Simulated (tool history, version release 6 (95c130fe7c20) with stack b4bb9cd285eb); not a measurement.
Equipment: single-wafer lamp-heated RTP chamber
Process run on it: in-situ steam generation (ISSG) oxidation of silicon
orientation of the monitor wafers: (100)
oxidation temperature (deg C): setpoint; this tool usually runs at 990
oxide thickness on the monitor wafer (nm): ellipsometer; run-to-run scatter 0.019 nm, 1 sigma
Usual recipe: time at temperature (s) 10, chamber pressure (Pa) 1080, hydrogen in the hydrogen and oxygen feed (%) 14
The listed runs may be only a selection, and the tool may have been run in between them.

| run | hour | oxidation temperature (deg C) | time at temperature (s) | chamber pressure (Pa) | hydrogen in the hydrogen and oxygen feed (%) | wafers since the last listed run | wafers since the last pyrometer calibration | hours since the pressure gauge was zeroed | hours since the hydrogen flow controller was replaced | hours since the gauge calibration | read-back reference wafer on the same gauge, thickness | oxide thickness on the monitor wafer (nm) |
|---|---|---|---|---|---|---|---|---|---|---|---|---|
| 1 | 0 | 990 | 10 | 1080 | 14 | 0 | 2365 | 2921.4 | 3691.3 | 1653.6 | 3.45 | 3.28 |
|  | 72.1 | pressure gauge zeroed |
| 2 | 156.9 | 990 | 10 | 1080 | 14 | 1639 | 4005 | 84.8 | 3848.2 | 1810.5 | 3.443 | 3.305 |
| 3 | 204.4 | 990 | 10 | 1080 | 14 | 522 | 4527 | 132.3 | 3895.7 | 1858 | 3.442 | 3.361 |
|  | 262.3 | pyrometer window cleaned and pyrometer calibrated |
| 4 | 262.8 | 990 | 10 | 1080 | 14 | 554 | 5 | 190.7 | 3954.1 | 1916.4 | 3.447 | 3.242 |
| 5 | 288.4 | 990 | 10 | 1080 | 11 | 281 | 287 | 216.3 | 3979.7 | 1942 | 3.452 | 3.102 |
|  | 340.5 | hydrogen flow controller replaced |
| 6 | 341 | 990 | 10 | 1080 | 11 | 491 | 778 | 268.9 | 0.5 | 1994.6 | 3.447 | 3.079 |
| 7 | 388.1 | 990 | 10 | 1080 | 11 | 518 | 1297 | 316 | 47.6 | 2041.7 | 3.45 | 3.113 |
| 8 | 414.8 | 990 | 10 | 987 | 11 | 293 | 1591 | 342.7 | 74.3 | 2068.4 | 3.452 | 3.075 |
| 9 | 440.8 | 1002 | 9 | 1080 | 14 | 286 | 1877 | 368.7 | 100.3 | 2094.4 | 3.453 | 3.244 |
| 10 | 499.3 | 990 | 14 | 973 | 11 | 644 | 2521 | 427.2 | 158.8 | 2152.9 | 3.446 | 3.616 |
| 11 | 545.9 | 978 | 12 | 920 | 11 | 513 | 3034 | 473.8 | 205.4 | 2199.5 | 3.445 | 3.197 |
| 12 | 608 | 990 | 10 | 1080 | 14 | 683 | 3718 | 535.9 | 267.5 | 2261.6 | 3.456 | 3.285 |
|  | 619.5 | gauge calibrated |
| 13 | 674.7 | 1005 | 10 | 1080 | 11 | 734 | 4452 | 602.6 | 334.2 | 55.2 | 3.45 | 3.295 |
| 14 | 699 | 990 | 10 | 1080 | 22 | 267 | 4719 | 626.9 | 358.5 | 79.5 | 3.445 | 3.73 |
| 15 | 752.6 | 1002 | 9 | 1080 | 14 | 590 | 5310 | 680.5 | 412.1 | 133.1 | 3.449 | 3.34 |
| 16 | 797.1 | 990 | 10 | 1080 | 14 | 489 | 5799 | 725 | 456.6 | 177.6 | 3.455 | 3.375 |
| 17 | 823 | 990 | 10 | 1080 | 14 | 285 | 6085 | 750.9 | 482.5 | 203.5 | 3.447 | 3.415 |
|  | 833.1 | pyrometer window cleaned and pyrometer calibrated |
| 18 | 879.2 | 990 | 10 | 1080 | 14 | 530 | 507 | 807.1 | 538.7 | 259.7 | 3.444 | 3.292 |
| 19 | 947 | 990 | 10 | 1080 | 14 | 746 | 1254 | 874.9 | 606.5 | 327.5 | 3.452 | 3.275 |
| 20 | 982.8 | 972 | 10 | 1080 | 14 | 394 | 1648 | 910.7 | 642.3 | 363.3 | 3.449 | 3.129 |
| 21 | 1034.5 | 982 | 13 | 1200 | 24 | 569 | 2217 | 962.4 | 694 | 415 | 3.449 | 4.036 |
| 22 | 1073.3 | 990 | 10 | 1080 | 14 | 427 | 2644 | 1001.2 | 732.8 | 453.8 | 3.452 | 3.315 |
| 23 | 1131.2 | 990 | 10 | 1013 | 14 | 637 | 3282 | 1059.1 | 790.7 | 511.7 | 3.448 | 3.302 |
| 24 | 1180.5 | 990 | 10 | 1080 | 14 | 542 | 3824 | 1108.4 | 840 | 561 | 3.448 | 3.287 |
| 25 | 1204.9 | 990 | 13 | 1080 | 14 | 268 | 4093 | 1132.8 | 864.4 | 585.4 | 3.451 | 3.729 |
| 26 | 1276.4 | 990 | 6 | 1080 | 14 | 787 | 4880 | 1204.3 | 935.9 | 656.9 | 3.45 | 2.688 |
|  | 1320.3 | pyrometer window cleaned and pyrometer calibrated |
| 27 | 1343.9 | 990 | 10 | 1080 | 14 | 655 | 259 | 1271.8 | 1003.4 | 724.4 | 3.449 | 3.269 |
| 28 | 1368.5 | 984 | 9 | 1160 | 14 | 270 | 530 | 1296.4 | 1028 | 749 | 3.455 | 3.074 |
| 29 | 1421.4 | 990 | 10 | 1080 | 14 | 582 | 1113 | 1349.3 | 1080.9 | 801.9 | 3.449 | 3.271 |
| 30 | 1446.7 | 996 | 10 | 933 | 11 | 278 | 1391 | 1374.6 | 1106.2 | 827.2 | 3.45 | 3.117 |
| 31 | 1494.8 | 990 | 10 | 1160 | 14 | 529 | 1921 | 1422.7 | 1154.3 | 875.3 | 3.444 | 3.26 |

Hidden state or all else? Some run-to-run changes of oxide thickness on the monitor wafer (nm), split into what the settings, what came in and random variation would give without the hidden state, and what is left for the hidden state (with any gauge scatter that isn't in both results):
Hidden conditions of the tool in this case: true wafer temperature minus pyrometer reading, K; true pressure minus gauge reading, Torr; deviation of the hydrogen flow from its setpoint, %; gauge reads high (%).
Run 3 -> 4: pyrometer window cleaned and pyrometer calibrated. oxide thickness on the monitor wafer (nm) -0.119: hidden state -0.074, all else -0.045.
Run 17 -> 18: pyrometer window cleaned and pyrometer calibrated. oxide thickness on the monitor wafer (nm) -0.123: hidden state -0.129, all else +0.006.
Run 20 -> 21: oxidation temperature (deg C) 972 -> 982, time at temperature (s) 10 -> 13, chamber pressure (Pa) 1080 -> 1200, hydrogen in the hydrogen and oxygen feed (%) 14 -> 24. oxide thickness on the monitor wafer (nm) +0.907: hidden state +0.014, all else +0.893.
Run 21 -> 22: oxidation temperature (deg C) 982 -> 990, time at temperature (s) 13 -> 10, chamber pressure (Pa) 1200 -> 1080, hydrogen in the hydrogen and oxygen feed (%) 24 -> 14. oxide thickness on the monitor wafer (nm) -0.721: hidden state +0.002, all else -0.723.
Run 25 -> 26: time at temperature (s) 13 -> 6. oxide thickness on the monitor wafer (nm) -1.041: hidden state -0.018, all else -1.023.
Run 26 -> 27: time at temperature (s) 6 -> 10, pyrometer window cleaned and pyrometer calibrated. oxide thickness on the monitor wafer (nm) +0.581: hidden state -0.048, all else +0.629.
